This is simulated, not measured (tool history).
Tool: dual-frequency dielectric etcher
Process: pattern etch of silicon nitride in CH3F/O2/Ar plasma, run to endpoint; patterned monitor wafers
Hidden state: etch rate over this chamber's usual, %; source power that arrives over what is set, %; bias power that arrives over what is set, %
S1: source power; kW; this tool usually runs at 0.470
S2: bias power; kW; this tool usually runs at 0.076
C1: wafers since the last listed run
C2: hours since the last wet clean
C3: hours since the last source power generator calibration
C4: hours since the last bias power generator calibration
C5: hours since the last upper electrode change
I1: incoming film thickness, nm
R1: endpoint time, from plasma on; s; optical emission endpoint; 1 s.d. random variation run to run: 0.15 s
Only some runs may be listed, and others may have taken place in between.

{"run": 1, "hour": 0.0, "S1": 0.47, "S2": 0.076, "C1": 0, "C2": 299.3, "C3": 1603.1, "C4": 1380.9, "C5": 4945.0, "I1": 33.82, "R1": 47.5}
{"run": 2, "hour": 9.1, "S1": 0.55, "S2": 0.076, "C1": 61, "C2": 308.4, "C3": 1612.2, "C4": 1390.0, "C5": 4954.1, "I1": 33.72, "R1": 45.2}
{"run": 3, "hour": 19.1, "S1": 0.55, "S2": 0.076, "C1": 67, "C2": 318.4, "C3": 1622.2, "C4": 1400.0, "C5": 4964.1, "I1": 33.94, "R1": 45.4}
{"run": 4, "hour": 29.8, "S1": 0.53, "S2": 0.076, "C1": 72, "C2": 329.1, "C3": 1632.9, "C4": 1410.7, "C5": 4974.8, "I1": 34.24, "R1": 46.3}
{"run": 5, "hour": 41.3, "S1": 0.47, "S2": 0.069, "C1": 77, "C2": 340.6, "C3": 1644.4, "C4": 1422.2, "C5": 4986.3, "I1": 34.12, "R1": 49.0}
{"run": 6, "hour": 94.8, "S1": 0.47, "S2": 0.069, "C1": 360, "C2": 394.1, "C3": 1697.9, "C4": 1475.7, "C5": 5039.8, "I1": 34.27, "R1": 49.1}
{"run": 7, "hour": 107.9, "S1": 0.52, "S2": 0.068, "C1": 88, "C2": 407.2, "C3": 1711.0, "C4": 1488.8, "C5": 5052.9, "I1": 34.5, "R1": 47.9}
{"run": 8, "hour": 124.0, "S1": 0.52, "S2": 0.068, "C1": 108, "C2": 423.3, "C3": 1727.1, "C4": 1504.9, "C5": 5069.0, "I1": 33.89, "R1": 47.3}
{"run": 9, "hour": 137.4, "S1": 0.47, "S2": 0.076, "C1": 90, "C2": 436.7, "C3": 1740.5, "C4": 1518.3, "C5": 5082.4, "I1": 34.02, "R1": 47.6}
{"run": 10, "hour": 149.6, "S1": 0.4, "S2": 0.076, "C1": 82, "C2": 448.9, "C3": 1752.7, "C4": 1530.5, "C5": 5094.6, "I1": 34.29, "R1": 50.2}
{"run": 11, "hour": 155.6, "S1": 0.4, "S2": 0.076, "C1": 40, "C2": 454.9, "C3": 1758.7, "C4": 1536.5, "C5": 5100.6, "I1": 34.59, "R1": 50.4}
{"run": 12, "hour": 165.7, "S1": 0.56, "S2": 0.065, "C1": 68, "C2": 465.0, "C3": 1768.8, "C4": 1546.6, "C5": 5110.7, "I1": 34.06, "R1": 46.7}
{"run": 13, "hour": 172.9, "S1": 0.5, "S2": 0.076, "C1": 48, "C2": 472.2, "C3": 1776.0, "C4": 1553.8, "C5": 5117.9, "I1": 34.0, "R1": 46.7}
{"hour": 199.2, "done": "upper electrode replaced"}
{"hour": 208.1, "done": "wet clean of the chamber"}
{"run": 14, "hour": 208.6, "S1": 0.47, "S2": 0.071, "C1": 19, "C2": 0.5, "C3": 1811.7, "C4": 1589.5, "C5": 9.4, "I1": 34.12, "R1": 49.1}
{"run": 15, "hour": 223.9, "S1": 0.35, "S2": 0.076, "C1": 103, "C2": 15.8, "C3": 1827.0, "C4": 1604.8, "C5": 24.7, "I1": 34.2, "R1": 52.5}
{"hour": 240.0, "done": "bias power generator calibrated"}
{"run": 16, "hour": 271.5, "S1": 0.47, "S2": 0.076, "C1": 294, "C2": 63.4, "C3": 1874.6, "C4": 31.5, "C5": 72.3, "I1": 34.05, "R1": 47.7}
{"run": 17, "hour": 281.6, "S1": 0.36, "S2": 0.064, "C1": 68, "C2": 73.5, "C3": 1884.7, "C4": 41.6, "C5": 82.4, "I1": 33.82, "R1": 53.1}
{"run": 18, "hour": 294.7, "S1": 0.47, "S2": 0.067, "C1": 88, "C2": 86.6, "C3": 1897.8, "C4": 54.7, "C5": 95.5, "I1": 34.21, "R1": 49.7}
{"run": 19, "hour": 309.0, "S1": 0.57, "S2": 0.065, "C1": 96, "C2": 100.9, "C3": 1912.1, "C4": 69.0, "C5": 109.8, "I1": 34.47, "R1": 47.4}
{"run": 20, "hour": 345.1, "S1": 0.53, "S2": 0.076, "C1": 243, "C2": 137.0, "C3": 1948.2, "C4": 105.1, "C5": 145.9, "I1": 34.44, "R1": 46.5}
{"run": 21, "hour": 382.3, "S1": 0.42, "S2": 0.087, "C1": 251, "C2": 174.2, "C3": 1985.4, "C4": 142.3, "C5": 183.1, "I1": 34.02, "R1": 47.7}
{"run": 22, "hour": 427.2, "S1": 0.54, "S2": 0.065, "C1": 302, "C2": 219.1, "C3": 2030.3, "C4": 187.2, "C5": 228.0, "I1": 34.25, "R1": 47.7}
{"hour": 435.1, "done": "source power generator calibrated"}
{"run": 23, "hour": 435.9, "S1": 0.57, "S2": 0.057, "C1": 31, "C2": 227.8, "C3": 0.8, "C4": 195.9, "C5": 236.7, "I1": 33.64, "R1": 47.1}
{"run": 24, "hour": 443.9, "S1": 0.43, "S2": 0.069, "C1": 53, "C2": 235.8, "C3": 8.8, "C4": 203.9, "C5": 244.7, "I1": 33.93, "R1": 50.1}
{"run": 25, "hour": 460.1, "S1": 0.55, "S2": 0.082, "C1": 109, "C2": 252.0, "C3": 25.0, "C4": 220.1, "C5": 260.9, "I1": 34.25, "R1": 45.0}
{"run": 26, "hour": 466.4, "S1": 0.37, "S2": 0.068, "C1": 42, "C2": 258.3, "C3": 31.3, "C4": 226.4, "C5": 267.2, "I1": 34.34, "R1": 52.7}
{"run": 27, "hour": 474.9, "S1": 0.55, "S2": 0.082, "C1": 57, "C2": 266.8, "C3": 39.8, "C4": 234.9, "C5": 275.7, "I1": 33.73, "R1": 44.4}
{"run": 28, "hour": 490.8, "S1": 0.43, "S2": 0.092, "C1": 107, "C2": 282.7, "C3": 55.7, "C4": 250.8, "C5": 291.6, "I1": 34.21, "R1": 46.9}
{"run": 29, "hour": 498.0, "S1": 0.47, "S2": 0.076, "C1": 48, "C2": 289.9, "C3": 62.9, "C4": 258.0, "C5": 298.8, "I1": 33.78, "R1": 47.4}
{"run": 30, "hour": 512.4, "S1": 0.47, "S2": 0.076, "C1": 97, "C2": 304.3, "C3": 77.3, "C4": 272.4, "C5": 313.2, "I1": 34.39, "R1": 48.3}
{"run": 31, "hour": 525.5, "S1": 0.38, "S2": 0.059, "C1": 88, "C2": 317.4, "C3": 90.4, "C4": 285.5, "C5": 326.3, "I1": 33.71, "R1": 52.7}
{"run": 32, "hour": 536.6, "S1": 0.47, "S2": 0.076, "C1": 74, "C2": 328.5, "C3": 101.5, "C4": 296.6, "C5": 337.4, "I1": 34.4, "R1": 48.1}
{"run": 33, "hour": 551.2, "S1": 0.58, "S2": 0.085, "C1": 98, "C2": 343.1, "C3": 116.1, "C4": 311.2, "C5": 352.0, "I1": 33.97, "R1": 43.4}
{"run": 34, "hour": 559.2, "S1": 0.35, "S2": 0.076, "C1": 53, "C2": 351.1, "C3": 124.1, "C4": 319.2, "C5": 360.0, "I1": 33.87, "R1": 51.1}

Predict the results of run 35:
{"run": 35, "hour": 576.2, "S1": 0.47, "S2": 0.076, "C1": 114, "C2": 368.1, "C3": 141.1, "C4": 336.2, "C5": 377.0, "I1": 33.94, "R1": "?"}

R1: 47.4 s
Without the tool's hidden state the same run would have given R1 48.2 s.
